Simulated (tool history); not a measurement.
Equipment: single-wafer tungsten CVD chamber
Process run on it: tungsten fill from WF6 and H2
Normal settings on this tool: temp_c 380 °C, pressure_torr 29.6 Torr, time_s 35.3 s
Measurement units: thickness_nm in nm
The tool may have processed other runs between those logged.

run	hour	temp_c	pressure_torr	time_s	wafers since the last listed run	hours since the last thermocouple change	hours since the last manometer calibration	hours since the showerhead was replaced	hours since the gauge calibration	read-back reference wafer on the same gauge, thickness_nm	thickness_nm
1	0	380	29.6	39.6	0	962.4	358	4024.6	1110.4	60.37	82.97
2	69.3	380	23.8	30.2	1281	1031.7	427.3	4093.9	1179.7	60.456	56.684
3	116.9	380	23.8	30.2	880	1079.3	474.9	4141.5	1227.3	60.51	56.544
4	218.7	380	23.8	30.2	1882	1181.1	576.7	4243.3	1329.1	60.452	56.494
5	419.7	380	29.6	35.3	3716	1382.1	777.7	4444.3	1530.1	60.206	74.238
6	520.3	380	29.6	35.3	1860	1482.7	878.3	4544.9	1630.7	60.423	74.097
7	564.8	380	33.8	35.3	822	1527.2	922.8	4589.4	1675.2	60.403	79.523
8	636	380	33.8	35.3	1316	1598.4	994	4660.6	1746.4	60.425	79.486
9	677.5	380	33.8	35.3	767	1639.9	1035.5	4702.1	1787.9	60.439	79.877
10	731.1	380	29.6	35.3	991	1693.5	1089.1	4755.7	1841.5	60.317	74.53
11	816.5	380	29.6	35.3	1579	1778.9	1174.5	4841.1	1926.9	60.512	74.429
12	923.1	380	29.6	35.3	1971	1885.5	1281.1	4947.7	2033.5	60.362	74.303
13	1133.1	380	29.6	35.3	3882	2095.5	1491.1	5157.7	2243.5	60.401	74.848
14	1219.6	375	24.1	37.3	1599	2182	1577.6	5244.2	2330	60.475	65.08
# hour 1255.5: showerhead replaced
# hour 1259.8: gauge calibrated
15	1273.5	386	29.6	41.6	848	2235.9	1631.5	18	13.7	60.412	98.267
# hour 1307.3: thermocouple changed; heater temperature recalibrated
16	1324.2	385	36.9	35.3	789	16.9	1682.2	68.7	64.4	60.458	91.084
17	1364	372	26.8	35.3	735	56.7	1722	108.5	104.2	60.487	61.559
18	1460.9	380	29.6	35.3	1791	153.6	1818.9	205.4	201.1	60.471	74.811
19	1507.8	380	29.6	35.3	867	200.5	1865.8	252.3	248	60.493	75.001
20	1544	380	29.6	33.5	669	236.7	1902	288.5	284.2	60.461	71.153
21	1627.4	365	29.6	35.3	1542	320.1	1985.4	371.9	367.6	60.448	56.759
22	1805.6	368	34.5	35.3	3294	498.3	2163.6	550.1	545.8	60.289	65.263
23	1869.8	380	35.2	31.8	1187	562.5	2227.8	614.3	610	60.355	73.753
# hour 1921.9: capacitance manometer re-zeroed and calibrated
24	1935.3	369	29.6	31.7	1063	628	13.4	679.8	675.5	60.272	54.117
25	2029.2	380	29.6	37.4	1736	721.9	107.3	773.7	769.4	60.34	77.267
26	2086.7	391	22.9	35.3	1063	779.4	164.8	831.2	826.9	60.389	77.695
27	2181.3	380	29.6	30.1	1749	874	259.4	925.8	921.5	60.33	62.828
28	2284	365	22.7	35.3	1898	976.7	362.1	1028.5	1024.2	60.45	48.738
29	2373.8	380	29.6	35.3	1660	1066.5	451.9	1118.3	1114	60.306	73.723
30	2474.1	380	29.6	35.3	1854	1166.8	552.2	1218.6	1214.3	60.38	73.768
31	2568	370	29.6	30.1	1736	1260.7	646.1	1312.5	1308.2	60.361	52.738
32	2627.6	391	29.6	35.3	1102	1320.3	705.7	1372.1	1367.8	60.344	90.28
33	2683.2	380	29.6	35.3	1028	1375.9	761.3	1427.7	1423.4	60.448	74.213
34	2765	380	29.6	35.3	1512	1457.7	843.1	1509.5	1505.2	60.409	74.29
35	2837.2	374	29.6	35.3	1335	1529.9	915.3	1581.7	1577.4	60.442	66.507

Forecast each of these 3 alternatives for the next run:
A	2837.6	380	29.6	35.3	7	1530.3	915.7	1582.1	1577.8	?	?
B	2837.6	386	27.2	32.3	7	1530.3	915.7	1582.1	1577.8	?	?
C	2837.6	387	22.7	37.5	7	1530.3	915.7	1582.1	1577.8	?	?

run	read-back reference wafer on the same gauge, thickness_nm	thickness_nm
A	60.339	73.999
B	60.339	72.05
C	60.339	77.573
The same runs, with their run-to-run variation unchanged, on a tool lacking any hidden condition would have given:
run	thickness_nm
A	73.368
B	71.435
C	76.904

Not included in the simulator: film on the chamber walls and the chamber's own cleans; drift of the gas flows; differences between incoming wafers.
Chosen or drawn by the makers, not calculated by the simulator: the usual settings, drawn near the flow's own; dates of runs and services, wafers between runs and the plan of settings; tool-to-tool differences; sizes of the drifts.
